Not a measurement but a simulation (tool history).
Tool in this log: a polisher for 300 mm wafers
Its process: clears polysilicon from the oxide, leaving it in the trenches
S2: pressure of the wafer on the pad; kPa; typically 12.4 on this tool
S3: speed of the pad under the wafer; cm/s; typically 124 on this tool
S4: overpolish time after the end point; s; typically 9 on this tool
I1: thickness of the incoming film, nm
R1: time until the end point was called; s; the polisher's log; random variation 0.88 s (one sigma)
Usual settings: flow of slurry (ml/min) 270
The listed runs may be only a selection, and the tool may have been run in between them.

run 1 hour=0.0 | flow_of_slurry_(ml/min)=270 S2=11.0 S3=124 S4=9 | I1=567.7 | R1=67.3
run 2 hour=10.1 | flow_of_slurry_(ml/min)=270 S2=11.0 S3=124 S4=9 | I1=558.1 | R1=70.5
-- hour=15.9 worn pad replaced by a new one
run 3 hour=22.5 | flow_of_slurry_(ml/min)=270 S2=11.0 S3=124 S4=9 | I1=575.7 | R1=63.4
run 4 hour=30.4 | flow_of_slurry_(ml/min)=270 S2=12.4 S3=124 S4=9 | I1=575.7 | R1=54.1
run 5 hour=43.8 | flow_of_slurry_(ml/min)=210 S2=12.4 S3=124 S4=9 | I1=573.7 | R1=57.2
run 6 hour=55.9 | flow_of_slurry_(ml/min)=270 S2=12.4 S3=124 S4=12 | I1=567.8 | R1=56.0
run 7 hour=68.3 | flow_of_slurry_(ml/min)=270 S2=12.4 S3=124 S4=12 | I1=578.7 | R1=57.5
run 8 hour=82.9 | flow_of_slurry_(ml/min)=300 S2=12.4 S3=136 S4=9 | I1=569.1 | R1=53.9
run 9 hour=96.4 | flow_of_slurry_(ml/min)=350 S2=9.0 S3=124 S4=9 | I1=562.6 | R1=82.5
-- hour=101.6 worn pad replaced by a new one, of another model than before
run 10 hour=112.4 | flow_of_slurry_(ml/min)=270 S2=12.4 S3=124 S4=9 | I1=569.7 | R1=57.0
run 11 hour=122.9 | flow_of_slurry_(ml/min)=300 S2=12.4 S3=140 S4=9 | I1=569.4 | R1=52.3
-- hour=129.7 slurry nozzle cleaned
run 12 hour=134.7 | flow_of_slurry_(ml/min)=210 S2=12.4 S3=144 S4=9 | I1=561.6 | R1=49.5
-- hour=143.7 head pressure recalibrated
run 13 hour=165.1 | flow_of_slurry_(ml/min)=270 S2=9.0 S3=124 S4=9 | I1=559.4 | R1=74.5
-- hour=179.3 worn pad replaced by a new one
run 14 hour=179.8 | flow_of_slurry_(ml/min)=270 S2=12.4 S3=88 S4=9 | I1=565.4 | R1=68.8
run 15 hour=188.6 | flow_of_slurry_(ml/min)=305 S2=12.4 S3=124 S4=13 | I1=571.4 | R1=54.4

Measured result minus the same run's result without the hidden state. Both carry the same run-to-run variation, though not necessarily the same gauge scatter:
The tool's hidden condition here consists of: removal rate lost through wear of the pad, %; slurry flow missing at the pad, %; deviation of the head's pressure from its setpoint, %.
run=1 R1=+6.7
run=2 R1=+8.9
run=3 R1=+0.1
run=4 R1=+0.2
run=5 R1=+0.8
run=6 R1=+1.5
run=7 R1=+2.7
run=8 R1=+4.1
run=9 R1=+9.1
run=10 R1=+1.0
run=11 R1=+1.1
run=12 R1=+1.6
run=13 R1=+6.1
run=14 R1=+0.1
run=15 R1=+0.2

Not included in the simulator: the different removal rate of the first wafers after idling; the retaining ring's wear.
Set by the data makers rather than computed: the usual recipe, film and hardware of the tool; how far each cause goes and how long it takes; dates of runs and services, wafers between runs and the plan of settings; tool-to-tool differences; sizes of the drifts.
